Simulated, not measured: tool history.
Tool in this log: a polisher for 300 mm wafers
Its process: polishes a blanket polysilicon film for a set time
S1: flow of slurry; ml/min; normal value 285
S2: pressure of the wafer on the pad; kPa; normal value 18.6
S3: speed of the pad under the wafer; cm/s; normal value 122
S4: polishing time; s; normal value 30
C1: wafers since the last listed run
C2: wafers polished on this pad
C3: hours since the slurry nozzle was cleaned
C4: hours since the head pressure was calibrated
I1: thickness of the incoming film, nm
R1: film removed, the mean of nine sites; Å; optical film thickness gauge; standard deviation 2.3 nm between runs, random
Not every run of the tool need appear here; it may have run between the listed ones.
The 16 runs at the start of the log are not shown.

-- hour=956.8 slurry nozzle cleaned
-- hour=957 worn pad replaced by a new one
run 17 hour=984.3 | S1=285 S2=18.6 S3=122 S4=30 | C1=630 C2=437 C3=27.5 C4=941.4 | I1=1015.4 | R1=2389
run 18 hour=1013.5 | S1=285 S2=18.6 S3=122 S4=30 | C1=467 C2=904 C3=56.7 C4=970.6 | I1=1011.5 | R1=2416
-- hour=1029.6 head pressure recalibrated
run 19 hour=1041.3 | S1=285 S2=18.6 S3=122 S4=39 | C1=412 C2=1317 C3=84.5 C4=11.7 | I1=1006.5 | R1=3103
run 20 hour=1066.4 | S1=245 S2=18.6 S3=94 S4=30 | C1=401 C2=1719 C3=109.6 C4=36.8 | I1=1002.2 | R1=1823
run 21 hour=1264 | S1=285 S2=14.5 S3=122 S4=36 | C1=3162 C2=4882 C3=307.2 C4=234.4 | I1=1005.7 | R1=2243
-- hour=1273.7 worn pad replaced by a new one
run 22 hour=1296.3 | S1=285 S2=18.6 S3=122 S4=38 | C1=452 C2=362 C3=339.5 C4=266.7 | I1=1012.8 | R1=3034
run 23 hour=1331.2 | S1=225 S2=24.1 S3=148 S4=22 | C1=558 C2=920 C3=374.4 C4=301.6 | I1=992.5 | R1=2699
run 24 hour=1387.2 | S1=380 S2=18.6 S3=146 S4=38 | C1=896 C2=1817 C3=430.4 C4=357.6 | I1=1022.4 | R1=3714
run 25 hour=1425.3 | S1=285 S2=18.6 S3=140 S4=30 | C1=609 C2=2426 C3=468.5 C4=395.7 | I1=1024.7 | R1=2785
run 26 hour=1489 | S1=285 S2=18.6 S3=122 S4=30 | C1=1019 C2=3446 C3=532.2 C4=459.4 | I1=1032.2 | R1=2409
run 27 hour=1522 | S1=335 S2=16.5 S3=158 S4=37 | C1=528 C2=3974 C3=565.2 C4=492.4 | I1=1004.4 | R1=3460
run 28 hour=1575.6 | S1=235 S2=24.8 S3=82 S4=39 | C1=857 C2=4832 C3=618.8 C4=546 | I1=1012.2 | R1=2724
run 29 hour=1612.3 | S1=285 S2=18.6 S3=122 S4=30 | C1=587 C2=5419 C3=655.5 C4=582.7 | I1=990 | R1=2414
-- hour=1649 worn pad replaced by a new one
-- hour=1663 slurry nozzle cleaned
run 30 hour=1681.8 | S1=285 S2=18.6 S3=122 S4=30 | C1=1032 C2=508 C3=18.8 C4=652.2 | I1=1010.7 | R1=2424
run 31 hour=1707.1 | S1=380 S2=18.6 S3=146 S4=38 | C1=404 C2=913 C3=44.1 C4=677.5 | I1=1011.1 | R1=3733

3 options for the next run, each taken on its own from the tool as it stands now. Forecast them:
run A hour=1707.5 | S1=285 S2=18.6 S3=122 S4=30 | C1=6 C2=919 C3=44.5 C4=677.9 | I1=1007.3 | R1=?
run B hour=1707.5 | S1=190 S2=21.4 S3=96 S4=21 | C1=6 C2=919 C3=44.5 C4=677.9 | I1=1007.3 | R1=?
run C hour=1707.5 | S1=225 S2=20.7 S3=88 S4=30 | C1=6 C2=919 C3=44.5 C4=677.9 | I1=1007.3 | R1=?

run=A R1=2375
run=B R1=1436
run=C R1=1858
Take away the tool's hidden state, keep each run's random variation, and the runs would have read:
run=A R1=2375
run=B R1=1436
run=C R1=1858

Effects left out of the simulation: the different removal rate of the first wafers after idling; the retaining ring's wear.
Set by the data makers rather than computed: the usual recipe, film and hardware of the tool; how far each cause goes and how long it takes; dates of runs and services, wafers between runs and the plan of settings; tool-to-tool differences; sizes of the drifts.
